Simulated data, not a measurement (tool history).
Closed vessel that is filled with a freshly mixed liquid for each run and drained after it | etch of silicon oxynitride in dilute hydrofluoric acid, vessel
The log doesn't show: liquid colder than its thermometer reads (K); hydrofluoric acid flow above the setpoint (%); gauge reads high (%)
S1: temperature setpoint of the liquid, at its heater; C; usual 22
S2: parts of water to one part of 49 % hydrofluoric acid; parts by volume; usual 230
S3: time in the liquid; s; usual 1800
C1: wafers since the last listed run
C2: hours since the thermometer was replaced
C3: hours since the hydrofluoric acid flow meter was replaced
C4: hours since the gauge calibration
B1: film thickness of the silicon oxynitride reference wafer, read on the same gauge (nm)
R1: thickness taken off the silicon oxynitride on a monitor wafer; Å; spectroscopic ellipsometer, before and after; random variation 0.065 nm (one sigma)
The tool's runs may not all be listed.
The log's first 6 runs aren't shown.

| run | day | S1 | S2 | S3 | C1 | C2 | C3 | C4 | B1 | R1 |
|---|---|---|---|---|---|---|---|---|---|---|
| 7 | 5.458 | 19.5 | 230 | 1800 | 438 | 487.5 | 323.2 | 885.3 | 120.01 | 91.7 |
| 8 | 6.517 | 22 | 230 | 1155 | 890 | 512.9 | 348.6 | 910.7 | 120.02 | 66.8 |
| 9 | 7.458 | 22 | 315 | 1800 | 792 | 535.5 | 371.2 | 933.3 | 119.95 | 72.8 |
|  | 8.333 | hydrofluoric acid flow meter replaced |
| 10 | 8.604 | 22 | 130 | 1335 | 928 | 563 | 6.5 | 960.8 | 119.96 | 138.2 |
| 11 | 9.421 | 26 | 135 | 1125 | 687 | 582.6 | 26.1 | 980.4 | 120 | 134.2 |
| 12 | 10.575 | 22 | 170 | 1000 | 971 | 610.3 | 53.8 | 1008.1 | 120.01 | 76.4 |
|  | 10.629 | gauge calibrated |
| 13 | 14.721 | 22 | 230 | 1800 | 3487 | 709.8 | 153.3 | 98.2 | 119.97 | 98.8 |
| 14 | 15.883 | 25 | 320 | 2310 | 978 | 737.7 | 181.2 | 126.1 | 120.03 | 98.7 |
| 15 | 16.65 | 22 | 270 | 1800 | 645 | 756.1 | 199.6 | 144.5 | 119.98 | 82.1 |
| 16 | 17.875 | 22 | 230 | 1105 | 1030 | 785.5 | 229 | 173.9 | 120.03 | 60.7 |
| 17 | 19.329 | 22 | 260 | 1375 | 1223 | 820.4 | 263.9 | 208.8 | 119.97 | 66.8 |

The next listed run, before its measurement:
| 18 | 20.288 | 22 | 230 | 2745 | 806 | 843.4 | 286.9 | 231.8 | ? | ? |

{"run 18": {"B1": 120.01, "R1": 150.9}}
Without the tool's hidden state the same run would have given R1 154.1 Å.
